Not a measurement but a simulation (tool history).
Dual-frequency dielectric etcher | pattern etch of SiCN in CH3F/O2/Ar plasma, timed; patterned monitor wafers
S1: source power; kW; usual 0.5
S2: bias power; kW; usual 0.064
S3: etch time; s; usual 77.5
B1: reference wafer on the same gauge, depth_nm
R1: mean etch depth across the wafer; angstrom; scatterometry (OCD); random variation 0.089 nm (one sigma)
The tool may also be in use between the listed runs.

| run | day | S1 | S2 | S3 | B1 | R1 |
|---|---|---|---|---|---|---|
| 1 | 0 | 0.5 | 0.064 | 77.5 | 36.61 | 329.1 |
| 2 | 2.283 | 0.5 | 0.064 | 77.5 | 36.59 | 318.3 |
| 3 | 2.342 | 0.5 | 0.064 | 77.5 | 36.58 | 318 |
| 4 | 2.754 | 0.5 | 0.064 | 77.5 | 36.59 | 317.9 |
| 5 | 3.379 | 0.5 | 0.064 | 77.5 | 36.61 | 318.1 |
| 6 | 3.554 | 0.5 | 0.064 | 77.5 | 36.58 | 319.1 |
| 7 | 4.275 | 0.5 | 0.064 | 77.5 | 36.6 | 318.1 |
| 8 | 4.683 | 0.5 | 0.064 | 66.5 | 36.61 | 274.3 |
| 9 | 6.679 | 0.5 | 0.064 | 66.5 | 36.59 | 275.2 |
| 10 | 7.112 | 0.5 | 0.064 | 77.5 | 36.59 | 320.7 |
| 11 | 7.688 | 0.55 | 0.08 | 77.5 | 36.61 | 352.7 |
| 12 | 8.262 | 0.43 | 0.064 | 56 | 36.59 | 221.2 |
| 13 | 8.633 | 0.5 | 0.064 | 77.5 | 36.58 | 321.9 |
| 14 | 9.138 | 0.5 | 0.064 | 77.5 | 36.6 | 322.2 |
| 15 | 9.504 | 0.5 | 0.048 | 95.5 | 36.59 | 368.1 |
| 16 | 11.212 | 0.58 | 0.07 | 94.5 | 36.59 | 421.9 |
| 17 | 11.225 | 0.5 | 0.064 | 92.5 | 36.58 | 384.5 |
| 18 | 11.25 | 0.4 | 0.064 | 77.5 | 36.59 | 301.8 |
| 19 | 11.5 | 0.42 | 0.064 | 96.5 | 36.61 | 380.6 |
| 20 | 12.092 | 0.61 | 0.058 | 65 | 36.61 | 281 |
| 21 | 12.45 | 0.5 | 0.064 | 77.5 | 36.61 | 324.1 |
| 22 | 13.029 | 0.53 | 0.052 | 89 | 36.6 | 358.7 |
| 23 | 13.433 | 0.44 | 0.076 | 93.5 | 36.57 | 395.7 |
| 24 | 14.988 | 0.58 | 0.07 | 94.5 | 36.6 | 425.6 |
| 25 | 16.1 | 0.5 | 0.053 | 77.5 | 36.6 | 304.7 |
| 26 | 16.112 | 0.62 | 0.051 | 57 | 36.6 | 237.4 |
| 27 | 16.317 | 0.53 | 0.053 | 98 | 36.59 | 393.1 |
| 28 | 16.967 | 0.57 | 0.06 | 77.5 | 36.6 | 327.5 |
| 29 | 17.567 | 0.54 | 0.07 | 89 | 36.6 | 386.8 |
| 30 | 17.875 | 0.58 | 0.072 | 87 | 36.58 | 388.9 |
| 31 | 18.438 | 0.5 | 0.064 | 86 | 36.6 | 356.7 |

Taken out of this log: 6 entries between the listed runs. Where each belongs, and how the hidden state differs across it:
Between runs 1 and 2: wet clean of the chamber (day 2.262)
  etch rate over this chamber's usual, %: 2.73 -> -0.6
  measured less the result without the state, R1: +8.8 -> -2 angstrom
Between runs 4 and 5: source power generator calibrated (day 3.358)
  etch rate over this chamber's usual, %: -0.512 -> -0.396
  measured less the result without the state, R1: -1.6 -> -1.3 angstrom
Between runs 9 and 10: bias power generator calibrated (day 6.862)
  etch rate over this chamber's usual, %: 0.218 -> 0.299
  measured less the result without the state, R1: +0.6 -> +1 angstrom
Between runs 15 and 16: gauge calibrated (day 10.554); upper electrode replaced (day 11.192)
  etch rate over this chamber's usual, %: 0.744 -> 1.06
  measured less the result without the state, R1: +2.7 -> +4.4 angstrom
Between runs 24 and 25: wet clean of the chamber (day 16.079)
  etch rate over this chamber's usual, %: 1.76 -> 0.0478
  measured less the result without the state, R1: +7.4 -> +0.1 angstrom
